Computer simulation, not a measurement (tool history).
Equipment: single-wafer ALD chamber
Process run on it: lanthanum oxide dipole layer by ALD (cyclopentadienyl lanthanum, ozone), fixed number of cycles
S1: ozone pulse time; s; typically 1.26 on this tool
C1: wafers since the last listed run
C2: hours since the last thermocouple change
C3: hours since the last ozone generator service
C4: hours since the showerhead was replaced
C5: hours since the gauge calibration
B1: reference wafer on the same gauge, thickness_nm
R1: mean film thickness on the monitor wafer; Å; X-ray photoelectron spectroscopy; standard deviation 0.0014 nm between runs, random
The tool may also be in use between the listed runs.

run,hour,S1,C1,C2,C3,C4,C5,B1,R1
1,0,1.26,0,2026.5,340.8,4741.1,882.9,0.465,5.34
2,58.2,1.26,1008,2084.7,399,4799.3,941.1,0.465,5.33
3,121.1,1.26,1090,2147.6,461.9,4862.2,1004,0.466,5.33
4,149,1.26,483,2175.5,489.8,4890.1,1031.9,0.466,5.35
5,192.2,1.26,748,2218.7,533,4933.3,1075.1,0.466,5.35
6,220.5,1.26,490,2247,561.3,4961.6,1103.4,0.466,5.36
7,261.4,1.26,708,2287.9,602.2,5002.5,1144.3,0.466,5.36
# hour 320.8: showerhead replaced
8,321.2,1.26,897,2347.7,662,0.4,1204.1,0.466,5.34
9,374.7,1.26,927,2401.2,715.5,53.9,1257.6,0.466,5.37
10,426.2,1.26,892,2452.7,767,105.4,1309.1,0.467,5.34
11,617.1,1.64,3309,2643.6,957.9,296.3,1500,0.466,5.64
12,647.8,1.64,532,2674.3,988.6,327,1530.7,0.467,5.66
13,684.9,1.64,643,2711.4,1025.7,364.1,1567.8,0.467,5.64
# hour 716.1: thermocouple changed; heater temperature recalibrated
14,725.3,1.09,561,9.2,1066.1,404.5,1608.2,0.467,5.15
15,796.3,1.68,1230,80.2,1137.1,475.5,1679.2,0.467,5.66
16,847.8,1.12,892,131.7,1188.6,527,1730.7,0.467,5.17
17,894.9,1.64,816,178.8,1235.7,574.1,1777.8,0.467,5.64
# hour 902.5: gauge calibrated
18,926.5,1.26,547,210.4,1267.3,605.7,24,0.455,5.21
19,984.7,1.26,1008,268.6,1325.5,663.9,82.2,0.455,5.26
20,1051.5,1.46,1157,335.4,1392.3,730.7,149,0.457,5.41
# hour 1091.4: ozone generator serviced
21,1109.3,1.26,863,393.2,17.9,788.5,206.8,0.458,5.25
22,1181.1,0.79,1244,465,89.7,860.3,278.6,0.459,4.32
23,1242.6,0.81,1066,526.5,151.2,921.8,340.1,0.459,4.4
24,1305.1,0.8,1083,589,213.7,984.3,402.6,0.46,4.36
25,1370.4,1.26,1131,654.3,279,1049.6,467.9,0.46,5.3
26,1440.9,1.64,1222,724.8,349.5,1120.1,538.4,0.462,5.57
27,1508,0.85,1163,791.9,416.6,1187.2,605.5,0.462,4.53
28,1539.4,1.59,544,823.3,448,1218.6,636.9,0.462,5.55
29,1588,1.47,842,871.9,496.6,1267.2,685.5,0.462,5.48
30,1625.3,1.26,646,909.2,533.9,1304.5,722.8,0.463,5.3
31,1685.4,0.92,1041,969.3,594,1364.6,782.9,0.462,4.73
32,1748.3,1.76,1090,1032.2,656.9,1427.5,845.8,0.463,5.63
33,1808.9,1.49,1050,1092.8,717.5,1488.1,906.4,0.463,5.55

What if the next run were any one of these 5? Each begins from the tool's condition after run 33:
A,1809.3,1.02,6,1093.2,717.9,1488.5,906.8,?,?
B,1809.3,1.53,6,1093.2,717.9,1488.5,906.8,?,?
C,1809.3,1.43,6,1093.2,717.9,1488.5,906.8,?,?
D,1809.3,1.58,6,1093.2,717.9,1488.5,906.8,?,?
E,1809.3,1.13,6,1093.2,717.9,1488.5,906.8,?,?

run,B1,R1
A,0.464,4.95
B,0.464,5.53
C,0.464,5.46
D,0.464,5.56
E,0.464,5.14
With no hidden state in the tool, these same runs would have given:
run,R1
A,4.83
B,5.4
C,5.34
D,5.43
E,5.02
